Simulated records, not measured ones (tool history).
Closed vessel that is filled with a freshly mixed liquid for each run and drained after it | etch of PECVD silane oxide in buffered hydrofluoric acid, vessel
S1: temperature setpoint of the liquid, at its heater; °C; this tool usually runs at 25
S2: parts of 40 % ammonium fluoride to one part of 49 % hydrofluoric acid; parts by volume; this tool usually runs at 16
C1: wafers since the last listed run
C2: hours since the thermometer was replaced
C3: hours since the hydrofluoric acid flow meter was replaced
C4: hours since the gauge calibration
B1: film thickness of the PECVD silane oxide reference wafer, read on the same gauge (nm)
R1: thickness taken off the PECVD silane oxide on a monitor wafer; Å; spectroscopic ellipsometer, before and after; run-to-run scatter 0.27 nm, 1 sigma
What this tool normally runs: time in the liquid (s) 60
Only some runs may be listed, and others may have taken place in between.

{"run": 1, "day": 0.0, "S1": 25, "S2": 16, "time in the liquid (s)": 60, "C1": 0, "C2": 363.7, "C3": 638, "C4": 431.2, "B1": 100, "R1": 630.7}
{"run": 2, "day": 4.304, "S1": 27.5, "S2": 17.5, "time in the liquid (s)": 60, "C1": 12731, "C2": 467, "C3": 741.3, "C4": 534.5, "B1": 99.99, "R1": 663.3}
{"run": 3, "day": 7.212, "S1": 27.5, "S2": 17.5, "time in the liquid (s)": 60, "C1": 8602, "C2": 536.8, "C3": 811.1, "C4": 604.3, "B1": 100.02, "R1": 658.4}
{"run": 4, "day": 9.296, "S1": 25, "S2": 16, "time in the liquid (s)": 60, "C1": 6162, "C2": 586.8, "C3": 861.1, "C4": 654.3, "B1": 100.02, "R1": 629.4}
{"run": 5, "day": 10.875, "S1": 25, "S2": 12, "time in the liquid (s)": 60, "C1": 4671, "C2": 624.7, "C3": 899, "C4": 692.2, "B1": 99.98, "R1": 835}
{"run": 6, "day": 14.708, "S1": 25, "S2": 18, "time in the liquid (s)": 60, "C1": 11338, "C2": 716.7, "C3": 991, "C4": 784.2, "B1": 100.03, "R1": 562.4}
{"run": 7, "day": 16.292, "S1": 25, "S2": 18, "time in the liquid (s)": 60, "C1": 4683, "C2": 754.7, "C3": 1029, "C4": 822.2, "B1": 100.03, "R1": 557.1}
{"run": 8, "day": 18.825, "S1": 25, "S2": 18, "time in the liquid (s)": 60, "C1": 7493, "C2": 815.5, "C3": 1089.8, "C4": 883, "B1": 100, "R1": 560.1}
{"run": 9, "day": 22.654, "S1": 25, "S2": 16, "time in the liquid (s)": 60, "C1": 11326, "C2": 907.4, "C3": 1181.7, "C4": 974.9, "B1": 99.99, "R1": 620.9}
{"day": 31.921, "done": "hydrofluoric acid flow meter replaced"}
{"run": 10, "day": 33.362, "S1": 29, "S2": 18, "time in the liquid (s)": 60, "C1": 31550, "C2": 1164.4, "C3": 34.6, "C4": 1231.9, "B1": 100.01, "R1": 704.2}
{"day": 34.875, "done": "thermometer replaced"}
{"run": 11, "day": 35.5, "S1": 25, "S2": 16, "time in the liquid (s)": 60, "C1": 6199, "C2": 15, "C3": 85.9, "C4": 1283.2, "B1": 99.99, "R1": 639.1}
{"day": 36.133, "done": "gauge calibrated"}
{"run": 12, "day": 38.371, "S1": 26.5, "S2": 11, "time in the liquid (s)": 30, "C1": 8491, "C2": 83.9, "C3": 154.8, "C4": 53.7, "B1": 99.95, "R1": 497.9}
{"run": 13, "day": 40.067, "S1": 25, "S2": 16, "time in the liquid (s)": 60, "C1": 5016, "C2": 124.6, "C3": 195.5, "C4": 94.4, "B1": 99.98, "R1": 637.4}
{"run": 14, "day": 41.621, "S1": 21, "S2": 16, "time in the liquid (s)": 45, "C1": 4597, "C2": 161.9, "C3": 232.8, "C4": 131.7, "B1": 100.01, "R1": 383.2}
{"run": 15, "day": 46.0, "S1": 27.5, "S2": 12, "time in the liquid (s)": 35, "C1": 12953, "C2": 267, "C3": 337.9, "C4": 236.8, "B1": 99.96, "R1": 566.3}
{"run": 16, "day": 49.708, "S1": 21, "S2": 16, "time in the liquid (s)": 45, "C1": 10968, "C2": 356, "C3": 426.9, "C4": 325.8, "B1": 99.96, "R1": 381.2}
{"run": 17, "day": 51.858, "S1": 26.5, "S2": 11, "time in the liquid (s)": 30, "C1": 6359, "C2": 407.6, "C3": 478.5, "C4": 377.4, "B1": 99.99, "R1": 496.5}
{"run": 18, "day": 55.704, "S1": 28.5, "S2": 10.5, "time in the liquid (s)": 35, "C1": 11375, "C2": 499.9, "C3": 570.8, "C4": 469.7, "B1": 99.99, "R1": 672.6}

Consider 3 possible next runs. They are alternatives, not a sequence: every one starts from the tool as it was left by run 18. What does each give?
{"run": "A", "day": 55.733, "S1": 25, "S2": 16, "time in the liquid (s)": 60, "C1": 86, "C2": 500.6, "C3": 571.5, "C4": 470.4, "B1": "?", "R1": "?"}
{"run": "B", "day": 55.733, "S1": 23.5, "S2": 16, "time in the liquid (s)": 70, "C1": 86, "C2": 500.6, "C3": 571.5, "C4": 470.4, "B1": "?", "R1": "?"}
{"run": "C", "day": 55.733, "S1": 25, "S2": 21.5, "time in the liquid (s)": 60, "C1": 86, "C2": 500.6, "C3": 571.5, "C4": 470.4, "B1": "?", "R1": "?"}

run=A B1=99.99 R1=628.4
run=B B1=99.99 R1=675.5
run=C B1=99.99 R1=482
The same runs, with their run-to-run variation unchanged, on a tool lacking any hidden condition would have given:
run=A R1=637.3
run=B R1=685.1
run=C R1=486.7

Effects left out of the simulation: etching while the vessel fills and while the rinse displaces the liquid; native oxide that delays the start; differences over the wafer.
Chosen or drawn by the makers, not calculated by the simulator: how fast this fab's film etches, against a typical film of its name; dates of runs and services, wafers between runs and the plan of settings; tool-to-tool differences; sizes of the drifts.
